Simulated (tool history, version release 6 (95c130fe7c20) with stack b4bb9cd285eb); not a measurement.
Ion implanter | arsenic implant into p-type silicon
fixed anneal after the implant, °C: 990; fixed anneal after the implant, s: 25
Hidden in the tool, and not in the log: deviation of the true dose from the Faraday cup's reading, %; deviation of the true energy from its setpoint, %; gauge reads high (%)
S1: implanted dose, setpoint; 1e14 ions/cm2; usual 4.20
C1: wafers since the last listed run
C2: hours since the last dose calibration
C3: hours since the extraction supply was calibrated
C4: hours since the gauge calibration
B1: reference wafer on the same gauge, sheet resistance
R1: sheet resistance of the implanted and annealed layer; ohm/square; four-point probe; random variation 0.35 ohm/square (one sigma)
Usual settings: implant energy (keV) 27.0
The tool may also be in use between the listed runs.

run 1 hour=0.0 | S1=4.20 implant_energy_(keV)=27.0 | C1=0 C2=2198.8 C3=7288.3 C4=119.9 | B1=194.04 | R1=228.83
run 2 hour=31.6 | S1=4.20 implant_energy_(keV)=27.0 | C1=714 C2=2230.4 C3=7319.9 C4=151.5 | B1=193.99 | R1=227.71
run 3 hour=47.8 | S1=4.20 implant_energy_(keV)=27.0 | C1=366 C2=2246.6 C3=7336.1 C4=167.7 | B1=194.01 | R1=227.68
run 4 hour=60.1 | S1=4.59 implant_energy_(keV)=27.0 | C1=278 C2=2258.9 C3=7348.4 C4=180.0 | B1=193.97 | R1=212.75
run 5 hour=88.9 | S1=4.20 implant_energy_(keV)=27.0 | C1=651 C2=2287.7 C3=7377.2 C4=208.8 | B1=193.98 | R1=227.72
run 6 hour=101.1 | S1=4.20 implant_energy_(keV)=27.0 | C1=275 C2=2299.9 C3=7389.4 C4=221.0 | B1=194.02 | R1=228.31
run 7 hour=123.4 | S1=4.20 implant_energy_(keV)=27.0 | C1=504 C2=2322.2 C3=7411.7 C4=243.3 | B1=193.98 | R1=227.48
run 8 hour=154.8 | S1=4.20 implant_energy_(keV)=22.5 | C1=709 C2=2353.6 C3=7443.1 C4=274.7 | B1=193.98 | R1=233.23
run 9 hour=173.2 | S1=4.20 implant_energy_(keV)=27.0 | C1=416 C2=2372.0 C3=7461.5 C4=293.1 | B1=193.96 | R1=227.94
-- hour=176.0 gauge calibrated
-- hour=207.8 extraction supply calibrated
run 10 hour=208.8 | S1=4.20 implant_energy_(keV)=27.0 | C1=624 C2=2407.6 C3=1.0 C4=32.8 | B1=194.05 | R1=227.42
run 11 hour=229.1 | S1=3.04 implant_energy_(keV)=19.0 | C1=458 C2=2427.9 C3=21.3 C4=53.1 | B1=194.05 | R1=304.02
run 12 hour=257.6 | S1=4.94 implant_energy_(keV)=27.0 | C1=644 C2=2456.4 C3=49.8 C4=81.6 | B1=194.05 | R1=201.43
-- hour=286.4 Faraday cup replaced and dose calibrated
run 13 hour=286.9 | S1=5.41 implant_energy_(keV)=22.5 | C1=481 C2=0.5 C3=79.1 C4=110.9 | B1=193.99 | R1=202.20
run 14 hour=298.4 | S1=3.66 implant_energy_(keV)=27.0 | C1=260 C2=12.0 C3=90.6 C4=122.4 | B1=194.04 | R1=262.74
run 15 hour=323.3 | S1=4.57 implant_energy_(keV)=31.5 | C1=562 C2=36.9 C3=115.5 C4=147.3 | B1=194.01 | R1=217.73
run 16 hour=355.1 | S1=3.51 implant_energy_(keV)=30.5 | C1=718 C2=68.7 C3=147.3 C4=179.1 | B1=193.97 | R1=266.22
run 17 hour=385.0 | S1=3.69 implant_energy_(keV)=29.5 | C1=676 C2=98.6 C3=177.2 C4=209.0 | B1=194.01 | R1=257.92
run 18 hour=407.9 | S1=4.20 implant_energy_(keV)=27.0 | C1=517 C2=121.5 C3=200.1 C4=231.9 | B1=193.94 | R1=236.39
run 19 hour=448.5 | S1=4.20 implant_energy_(keV)=27.0 | C1=917 C2=162.1 C3=240.7 C4=272.5 | B1=194.07 | R1=236.06
run 20 hour=481.6 | S1=3.69 implant_energy_(keV)=29.5 | C1=748 C2=195.2 C3=273.8 C4=305.6 | B1=194.06 | R1=257.35
run 21 hour=500.0 | S1=3.39 implant_energy_(keV)=35.5 | C1=416 C2=213.6 C3=292.2 C4=324.0 | B1=194.00 | R1=267.21

Forecast each of these 3 alternatives for the next run:
run A hour=500.4 | S1=3.83 implant_energy_(keV)=27.0 | C1=9 C2=214.0 C3=292.6 C4=324.4 | B1=? | R1=?
run B hour=500.4 | S1=5.10 implant_energy_(keV)=32.0 | C1=9 C2=214.0 C3=292.6 C4=324.4 | B1=? | R1=?
run C hour=500.4 | S1=3.70 implant_energy_(keV)=35.0 | C1=9 C2=214.0 C3=292.6 C4=324.4 | B1=? | R1=?

run=A B1=193.99 R1=253.42
run=B B1=193.99 R1=199.34
run=C B1=193.99 R1=250.68
Without the tool's hidden state the same runs would have given:
run=A R1=253.05
run=B R1=199.04
run=C R1=250.31
